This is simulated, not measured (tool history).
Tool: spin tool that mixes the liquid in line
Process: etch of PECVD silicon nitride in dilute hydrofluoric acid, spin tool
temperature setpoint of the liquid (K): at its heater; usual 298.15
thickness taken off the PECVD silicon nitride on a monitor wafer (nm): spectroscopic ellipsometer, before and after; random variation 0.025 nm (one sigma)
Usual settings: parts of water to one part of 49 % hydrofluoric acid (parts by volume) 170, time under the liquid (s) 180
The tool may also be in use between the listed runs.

run   hour  temperature setpoint of the liquid (K)  parts of water to one part of 49 % hydrofluoric acid (parts by volume)  time under the liquid (s)  read-back film thickness of the PECVD silicon nitride reference wafer, read on the same gauge (nm)  thickness taken off the PECVD silicon nitride on a monitor wafer (nm)
  1      0                                  298.15                                                                     170                        145                                                                                             139.976                                                                  1.664
  2   15.7                                  298.15                                                                     170                        180                                                                                             140.004                                                                  2.034
  3   25.5                                  298.15                                                                     170                        180                                                                                             139.971                                                                  2.077
  4   34.2                                  298.15                                                                     170                        180                                                                                             139.963                                                                  2.047
  5   50.3                                  301.65                                                                     170                        180                                                                                             139.949                                                                  2.561
  6   61.1                                  301.65                                                                     170                        180                                                                                             139.964                                                                  2.592
  7   68.9                                  298.15                                                                     170                        180                                                                                             139.973                                                                  2.069
  8     79                                  298.15                                                                     170                        180                                                                                             139.993                                                                  2.066
  9   90.1                                  298.15                                                                     170                        180                                                                                             140.053                                                                  2.057
 10  105.2                                  298.15                                                                     170                        180                                                                                             139.961                                                                  2.069
 11  111.3                                  298.15                                                                     170                        180                                                                                             139.978                                                                  2.115
 12  123.5                                  298.15                                                                     195                        180                                                                                             140.001                                                                  1.828
     128.6  -- hydrofluoric acid flow meter replaced
 13  139.7                                  298.15                                                                     170                        220                                                                                             140.027                                                                  2.558
 14  155.9                                  298.15                                                                     170                        180                                                                                             139.996                                                                  2.051
 15  166.9                                  298.15                                                                     170                        180                                                                                             140.022                                                                  2.106
     200.9  -- gauge calibrated
 16  206.8                                  298.15                                                                     240                        180                                                                                             140.016                                                                  1.461
 17  214.4                                  300.65                                                                     110                        245                                                                                             139.973                                                                    5.1
 18  228.7                                  300.15                                                                     170                        180                                                                                             139.995                                                                  2.362
 19  239.1                                  295.65                                                                     225                        115                                                                                             139.979                                                                  0.864
 20  250.3                                  298.15                                                                     170                        180                                                                                              140.02                                                                  2.103
 21  256.6                                  295.65                                                                     115                        250                                                                                             139.972                                                                  3.546
 22  266.1                                  298.15                                                                     210                         75                                                                                             139.988                                                                  0.699
 23  279.9                                  298.15                                                                     210                        280                                                                                             140.012                                                                  2.639
     282.2  -- thermometer replaced
 24  288.8                                  298.15                                                                     170                        180                                                                                             139.988                                                                  2.061
 25    300                                  298.15                                                                     170                        180                                                                                             139.964                                                                  2.071
 26  314.9                                  298.15                                                                     170                        180                                                                                             139.979                                                                  2.074
 27  325.3                                  298.15                                                                     170                        180                                                                                             140.001                                                                   2.09
 28  343.1                                  294.65                                                                     170                        280                                                                                             139.973                                                                  2.612
 29  355.5                                  298.15                                                                     125                        180                                                                                             140.013                                                                  2.859
 30    363                                  296.15                                                                     145                        260                                                                                             139.947                                                                   3.16
 31  369.4                                  293.65                                                                     135                        180                                                                                             139.991                                                                  1.942
 32  376.7                                  298.15                                                                     130                        180                                                                                             140.015                                                                  2.644
 33  382.8                                  293.65                                                                     135                        180                                                                                             140.007                                                                  1.903

The tool's hidden state at each run:
liquid hotter than its thermometer reads (K): 0 in every run
hydrofluoric acid flow above the setpoint (%): 0 in every run
gauge reads high (%): 0 in every run

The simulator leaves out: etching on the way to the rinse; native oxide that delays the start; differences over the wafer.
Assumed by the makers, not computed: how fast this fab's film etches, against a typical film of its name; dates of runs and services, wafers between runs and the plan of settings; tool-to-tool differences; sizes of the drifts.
